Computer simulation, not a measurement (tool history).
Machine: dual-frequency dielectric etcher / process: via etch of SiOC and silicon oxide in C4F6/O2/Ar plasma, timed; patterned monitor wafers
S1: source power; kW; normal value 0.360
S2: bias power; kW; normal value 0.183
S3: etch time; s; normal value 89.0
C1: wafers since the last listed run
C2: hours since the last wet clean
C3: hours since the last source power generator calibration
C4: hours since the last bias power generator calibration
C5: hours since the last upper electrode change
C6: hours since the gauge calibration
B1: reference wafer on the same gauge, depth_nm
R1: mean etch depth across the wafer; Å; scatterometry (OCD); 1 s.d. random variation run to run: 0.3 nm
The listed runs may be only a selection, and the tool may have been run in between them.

run	hour	S1	S2	S3	C1	C2	C3	C4	C5	C6	B1	R1
1	0.0	0.320	0.159	89.0	0	184.3	3131.0	1801.3	1317.5	924.9	80.5	751
2	63.0	0.320	0.159	89.0	850	247.3	3194.0	1864.3	1380.5	987.9	80.5	747
3	140.7	0.320	0.159	89.0	1049	325.0	3271.7	1942.0	1458.2	1065.6	80.5	742
# hour 251.9: wet clean of the chamber
4	252.4	0.360	0.183	89.0	1184	0.5	3383.4	2053.7	1569.9	1177.3	80.5	822
5	331.5	0.360	0.183	89.0	1068	79.6	3462.5	2132.8	1649.0	1256.4	80.5	822
6	428.8	0.360	0.183	89.0	1314	176.9	3559.8	2230.1	1746.3	1353.7	80.6	811
7	497.6	0.360	0.183	89.0	929	245.7	3628.6	2298.9	1815.1	1422.5	80.5	814
8	541.5	0.360	0.183	89.0	592	289.6	3672.5	2342.8	1859.0	1466.4	80.4	815
9	640.3	0.360	0.183	89.0	1334	388.4	3771.3	2441.6	1957.8	1565.2	80.5	808
# hour 721.5: wet clean of the chamber
# hour 835.8: source power generator calibrated
10	909.5	0.360	0.183	89.0	3257	188.0	73.7	2710.8	2227.0	1834.4	80.5	819
# hour 985.8: upper electrode replaced
11	1016.7	0.360	0.183	89.0	1123	295.2	180.9	2818.0	30.9	1941.6	80.5	810
12	1112.6	0.360	0.183	89.0	1295	391.1	276.8	2913.9	126.8	2037.5	80.4	805
# hour 1159.3: wet clean of the chamber
13	1197.7	0.360	0.163	89.0	825	38.4	361.9	2999.0	211.9	2122.6	80.5	803
14	1238.4	0.360	0.163	89.0	549	79.1	402.6	3039.7	252.6	2163.3	80.5	800
# hour 1270.7: gauge calibrated
15	1345.6	0.320	0.144	101.5	1447	186.3	509.8	3146.9	359.8	74.9	80.5	838
16	1396.9	0.300	0.137	65.0	692	237.6	561.1	3198.2	411.1	126.2	80.5	510
17	1488.2	0.360	0.183	112.0	1232	328.9	652.4	3289.5	502.4	217.5	80.5	1027
18	1534.2	0.360	0.183	89.0	621	374.9	698.4	3335.5	548.4	263.5	80.5	811
19	1621.8	0.300	0.147	89.0	1183	462.5	786.0	3423.1	636.0	351.1	80.5	703
# hour 1709.8: wet clean of the chamber
20	1726.9	0.310	0.151	73.0	1095	17.1	891.1	3528.2	741.1	456.2	80.5	598
21	1809.3	0.360	0.183	107.0	1112	99.5	973.5	3610.6	823.5	538.6	80.5	988
22	1881.0	0.360	0.183	89.0	968	171.2	1045.2	3682.3	895.2	610.3	80.5	814
23	1919.7	0.360	0.183	100.0	522	209.9	1083.9	3721.0	933.9	649.0	80.5	915
# hour 1930.9: bias power generator calibrated
24	2023.4	0.360	0.183	89.0	1346	313.6	1187.6	92.5	1037.6	752.7	80.5	815
25	2082.8	0.300	0.222	71.0	802	373.0	1247.0	151.9	1097.0	812.1	80.5	619
# hour 2170.7: wet clean of the chamber
26	2172.9	0.360	0.183	89.0	892	2.2	1337.1	242.0	1187.1	902.2	80.5	823
27	2244.2	0.360	0.183	89.0	962	73.5	1408.4	313.3	1258.4	973.5	80.4	824
28	2333.2	0.360	0.183	89.0	1201	162.5	1497.4	402.3	1347.4	1062.5	80.5	822
29	2415.4	0.410	0.159	89.0	1110	244.7	1579.6	484.5	1429.6	1144.7	80.5	834

How the hidden state differs across the entries between the runs, from the last listed run before each to the first after it:
Logged between run 3 and run 4: wet clean of the chamber (hour 251.9)
  etch rate over this chamber's usual, %: -1.82 -> 0.000456
  the result without the hidden state subtracted from the measured one, R1: -14 -> +0 Å
Logged between run 9 and run 10: wet clean of the chamber (hour 721.5); source power generator calibrated (hour 835.8)
  etch rate over this chamber's usual, %: -2.19 -> -1.04
  the result without the hidden state subtracted from the measured one, R1: -18 -> -8 Å
Logged between run 10 and run 11: upper electrode replaced (hour 985.8)
  etch rate over this chamber's usual, %: -1.04 -> -1.65
  the result without the hidden state subtracted from the measured one, R1: -8 -> -13 Å
Logged between run 12 and run 13: wet clean of the chamber (hour 1159.3)
  etch rate over this chamber's usual, %: -2.19 -> 0.0134
  the result without the hidden state subtracted from the measured one, R1: -18 -> +0 Å
Logged between run 14 and run 15: gauge calibrated (hour 1270.7)
  etch rate over this chamber's usual, %: -0.217 -> -0.823
  the result without the hidden state subtracted from the measured one, R1: -2 -> -7 Å
Logged between run 19 and run 20: wet clean of the chamber (hour 1709.8)
  etch rate over this chamber's usual, %: -2.39 -> -0.173
  the result without the hidden state subtracted from the measured one, R1: -17 -> -1 Å
Logged between run 23 and run 24: bias power generator calibrated (hour 1930.9)
  etch rate over this chamber's usual, %: -1.26 -> -1.85
  the result without the hidden state subtracted from the measured one, R1: -12 -> -15 Å
Logged between run 25 and run 26: wet clean of the chamber (hour 2170.7)
  etch rate over this chamber's usual, %: -2.19 -> -0.00421
  the result without the hidden state subtracted from the measured one, R1: -14 -> +0 Å
